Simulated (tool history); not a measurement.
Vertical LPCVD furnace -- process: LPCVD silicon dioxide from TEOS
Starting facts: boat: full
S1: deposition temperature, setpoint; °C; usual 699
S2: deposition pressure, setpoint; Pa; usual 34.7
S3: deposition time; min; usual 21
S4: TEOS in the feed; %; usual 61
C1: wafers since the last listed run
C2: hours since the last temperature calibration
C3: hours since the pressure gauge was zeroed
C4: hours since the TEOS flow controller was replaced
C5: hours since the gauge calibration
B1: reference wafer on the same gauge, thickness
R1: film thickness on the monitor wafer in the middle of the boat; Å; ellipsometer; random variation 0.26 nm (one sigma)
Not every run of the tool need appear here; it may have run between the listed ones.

| run | hour | S1 | S2 | S3 | S4 | C1 | C2 | C3 | C4 | C5 | B1 | R1 |
|---|---|---|---|---|---|---|---|---|---|---|---|---|
| 1 | 0 | 699 | 34.7 | 21 | 61 | 0 | 4549.1 | 3501.2 | 3112.5 | 268.8 | 125.05 | 1526.5 |
| 2 | 7.4 | 699 | 34.7 | 21 | 61 | 84 | 4556.5 | 3508.6 | 3119.9 | 276.2 | 124.97 | 1521.8 |
| 3 | 18.9 | 699 | 34.7 | 21 | 61 | 131 | 4568 | 3520.1 | 3131.4 | 287.7 | 125 | 1517.7 |
| 4 | 35.9 | 699 | 34.7 | 21 | 61 | 194 | 4585 | 3537.1 | 3148.4 | 304.7 | 124.93 | 1526 |
|  | 64.3 | pressure gauge zeroed |
| 5 | 64.8 | 702 | 34.7 | 21 | 70 | 56 | 4613.9 | 0.5 | 3177.3 | 333.6 | 124.99 | 1755.6 |
| 6 | 69.3 | 702 | 34.7 | 21 | 70 | 51 | 4618.4 | 5 | 3181.8 | 338.1 | 124.9 | 1752.8 |
| 7 | 73.8 | 702 | 34.7 | 21 | 70 | 51 | 4622.9 | 9.5 | 3186.3 | 342.6 | 124.98 | 1747.7 |
|  | 103 | TEOS flow controller replaced |
|  | 111.5 | thermocouples replaced and temperature profile calibrated |
| 8 | 112 | 699 | 34.7 | 21 | 61 | 64 | 0.5 | 47.7 | 9 | 380.8 | 125.05 | 1358.4 |
| 9 | 116.5 | 699 | 34.7 | 21 | 61 | 51 | 5 | 52.2 | 13.5 | 385.3 | 125.01 | 1364.3 |
| 10 | 121 | 699 | 30.7 | 21 | 61 | 51 | 9.5 | 56.7 | 18 | 389.8 | 125.01 | 1279.7 |
| 11 | 125.5 | 699 | 34.7 | 18 | 61 | 51 | 14 | 61.2 | 22.5 | 394.3 | 125.03 | 1166.2 |
| 12 | 130 | 699 | 34.7 | 21 | 61 | 51 | 18.5 | 65.7 | 27 | 398.8 | 125.02 | 1362.9 |
| 13 | 134.5 | 694 | 38 | 25 | 61 | 51 | 23 | 70.2 | 31.5 | 403.3 | 125.07 | 1507.1 |
| 14 | 151.7 | 703 | 26 | 21 | 61 | 197 | 40.2 | 87.4 | 48.7 | 420.5 | 124.91 | 1291.5 |
| 15 | 170.1 | 699 | 34.7 | 21 | 61 | 210 | 58.6 | 105.8 | 67.1 | 438.9 | 124.95 | 1360 |
|  | 203.4 | gauge calibrated |
| 16 | 208.1 | 706 | 26.7 | 24.5 | 61 | 435 | 96.6 | 143.8 | 105.1 | 4.7 | 125.01 | 1636.5 |
| 17 | 217.9 | 699 | 34.7 | 24 | 61 | 112 | 106.4 | 153.6 | 114.9 | 14.5 | 125.05 | 1559.4 |
| 18 | 228.9 | 699 | 29.3 | 29 | 61 | 126 | 117.4 | 164.6 | 125.9 | 25.5 | 124.99 | 1737.4 |
| 19 | 243.4 | 699 | 31.3 | 21 | 61 | 166 | 131.9 | 179.1 | 140.4 | 40 | 124.95 | 1299.6 |
| 20 | 255.4 | 699 | 31.3 | 21 | 64 | 137 | 143.9 | 191.1 | 152.4 | 52 | 125 | 1324.8 |
| 21 | 263.6 | 703 | 26 | 21 | 61 | 93 | 152.1 | 199.3 | 160.6 | 60.2 | 125.06 | 1297.3 |
| 22 | 278.1 | 709 | 41.3 | 13.5 | 67 | 166 | 166.6 | 213.8 | 175.1 | 74.7 | 124.96 | 1266.8 |
| 23 | 286.5 | 699 | 34.7 | 21 | 61 | 96 | 175 | 222.2 | 183.5 | 83.1 | 124.89 | 1366.7 |
| 24 | 295.4 | 689 | 38 | 23.5 | 50 | 101 | 183.9 | 231.1 | 192.4 | 92 | 125.07 | 1146.6 |
| 25 | 311.1 | 699 | 32 | 21 | 61 | 179 | 199.6 | 246.8 | 208.1 | 107.7 | 125.07 | 1313.1 |
| 26 | 319 | 692 | 38 | 17.5 | 53 | 90 | 207.5 | 254.7 | 216 | 115.6 | 124.95 | 939.6 |
| 27 | 329.1 | 703 | 34.7 | 16.5 | 49 | 115 | 217.6 | 264.8 | 226.1 | 125.7 | 124.98 | 1055.5 |
| 28 | 346.1 | 692 | 38 | 21 | 61 | 194 | 234.6 | 281.8 | 243.1 | 142.7 | 125.02 | 1209.4 |
| 29 | 355.2 | 688 | 34.7 | 21 | 61 | 104 | 243.7 | 290.9 | 252.2 | 151.8 | 125.02 | 1054 |
| 30 | 368.7 | 695 | 41.3 | 13.5 | 54 | 154 | 257.2 | 304.4 | 265.7 | 165.3 | 125.03 | 824.4 |

Here are 5 independent what-if runs from the current tool condition. What would each one return?
| A | 373.3 | 699 | 34.7 | 21 | 61 | 52 | 261.8 | 309 | 270.3 | 169.9 | ? | ? |
| B | 373.3 | 699 | 34.7 | 26.5 | 61 | 52 | 261.8 | 309 | 270.3 | 169.9 | ? | ? |
| C | 373.3 | 703 | 34.7 | 21 | 61 | 52 | 261.8 | 309 | 270.3 | 169.9 | ? | ? |
| D | 373.3 | 699 | 34.7 | 29 | 51 | 52 | 261.8 | 309 | 270.3 | 169.9 | ? | ? |
| E | 373.3 | 706 | 41.3 | 14 | 69 | 52 | 261.8 | 309 | 270.3 | 169.9 | ? | ? |

| run | B1 | R1 |
|---|---|---|
| A | 124.93 | 1371.7 |
| B | 124.93 | 1730.9 |
| C | 124.93 | 1505 |
| D | 124.93 | 1732 |
| E | 124.93 | 1248.5 |
The same runs, with their run-to-run variation unchanged, on a tool lacking any hidden condition would have given:
| run | R1 |
|---|---|
| A | 1358.6 |
| B | 1714.5 |
| C | 1490.8 |
| D | 1715.6 |
| E | 1236.8 |

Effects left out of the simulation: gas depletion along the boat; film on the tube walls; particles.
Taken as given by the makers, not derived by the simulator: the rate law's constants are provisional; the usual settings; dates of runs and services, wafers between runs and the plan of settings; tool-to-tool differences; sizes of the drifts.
